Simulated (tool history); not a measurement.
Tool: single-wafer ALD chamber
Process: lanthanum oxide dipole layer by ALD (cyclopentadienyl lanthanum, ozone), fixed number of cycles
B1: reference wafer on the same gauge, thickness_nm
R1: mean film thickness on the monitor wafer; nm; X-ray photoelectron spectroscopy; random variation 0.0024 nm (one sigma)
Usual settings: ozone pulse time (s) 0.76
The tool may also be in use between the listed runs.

run 1 day=0.000 | ozone_pulse_time_(s)=0.54 | B1=0.366 | R1=0.362
run 2 day=0.738 | ozone_pulse_time_(s)=0.54 | B1=0.366 | R1=0.364
run 3 day=1.442 | ozone_pulse_time_(s)=0.76 | B1=0.365 | R1=0.396
run 4 day=1.979 | ozone_pulse_time_(s)=0.76 | B1=0.366 | R1=0.396
run 5 day=2.317 | ozone_pulse_time_(s)=0.76 | B1=0.366 | R1=0.391
run 6 day=2.646 | ozone_pulse_time_(s)=0.76 | B1=0.366 | R1=0.393
run 7 day=3.325 | ozone_pulse_time_(s)=0.76 | B1=0.366 | R1=0.401
run 8 day=3.971 | ozone_pulse_time_(s)=0.89 | B1=0.366 | R1=0.402
run 9 day=6.117 | ozone_pulse_time_(s)=0.76 | B1=0.367 | R1=0.396
run 10 day=6.508 | ozone_pulse_time_(s)=0.76 | B1=0.366 | R1=0.395
run 11 day=7.162 | ozone_pulse_time_(s)=0.61 | B1=0.366 | R1=0.380
run 12 day=7.754 | ozone_pulse_time_(s)=0.92 | B1=0.366 | R1=0.410
run 13 day=8.088 | ozone_pulse_time_(s)=0.59 | B1=0.366 | R1=0.375
run 14 day=8.762 | ozone_pulse_time_(s)=0.68 | B1=0.366 | R1=0.389
run 15 day=9.338 | ozone_pulse_time_(s)=0.76 | B1=0.366 | R1=0.395
run 16 day=9.671 | ozone_pulse_time_(s)=0.89 | B1=0.366 | R1=0.404
run 17 day=9.992 | ozone_pulse_time_(s)=1.03 | B1=0.366 | R1=0.418
run 18 day=10.696 | ozone_pulse_time_(s)=0.99 | B1=0.366 | R1=0.415
run 19 day=11.271 | ozone_pulse_time_(s)=0.76 | B1=0.366 | R1=0.392
run 20 day=11.971 | ozone_pulse_time_(s)=0.93 | B1=0.366 | R1=0.410
run 21 day=12.438 | ozone_pulse_time_(s)=0.50 | B1=0.366 | R1=0.367
run 22 day=13.000 | ozone_pulse_time_(s)=0.52 | B1=0.366 | R1=0.369
run 23 day=13.650 | ozone_pulse_time_(s)=0.98 | B1=0.366 | R1=0.427
run 24 day=13.779 | ozone_pulse_time_(s)=1.02 | B1=0.366 | R1=0.427
run 25 day=14.204 | ozone_pulse_time_(s)=0.76 | B1=0.366 | R1=0.408
run 26 day=14.817 | ozone_pulse_time_(s)=0.94 | B1=0.366 | R1=0.422
run 27 day=15.533 | ozone_pulse_time_(s)=1.04 | B1=0.366 | R1=0.426
run 28 day=16.262 | ozone_pulse_time_(s)=0.76 | B1=0.366 | R1=0.405
run 29 day=16.750 | ozone_pulse_time_(s)=0.76 | B1=0.366 | R1=0.403
run 30 day=17.383 | ozone_pulse_time_(s)=0.76 | B1=0.366 | R1=0.400
run 31 day=17.871 | ozone_pulse_time_(s)=0.95 | B1=0.366 | R1=0.412
run 32 day=19.967 | ozone_pulse_time_(s)=0.53 | B1=0.366 | R1=0.375
run 33 day=20.600 | ozone_pulse_time_(s)=1.06 | B1=0.366 | R1=0.424
run 34 day=20.850 | ozone_pulse_time_(s)=0.76 | B1=0.366 | R1=0.395

Not shown: 4 entries that the log had between the listed runs. Between which runs, and how does the tool's hidden state differ before and after?
Between runs 3 and 4: showerhead replaced, of another model than before (day 1.958)
  ozone dose above that of a generator just serviced (%): -16.7 -> -16.8
  measured less the result without the state, R1: -0.016 -> -0.012 nm
Between runs 7 and 8: gauge calibrated (day 3.633)
  ozone dose above that of a generator just serviced (%): -17 -> -17.2
  measured less the result without the state, R1: -0.012 -> -0.012 nm
Between runs 22 and 23: ozone generator serviced (day 13.629)
  ozone dose above that of a generator just serviced (%): -18.2 -> -1.17
  measured less the result without the state, R1: -0.013 -> -0.001 nm
Between runs 25 and 26: thermocouple changed; heater temperature recalibrated (day 14.562)
  ozone dose above that of a generator just serviced (%): -2.2 -> -3.26
  measured less the result without the state, R1: -0.002 -> -0.002 nm
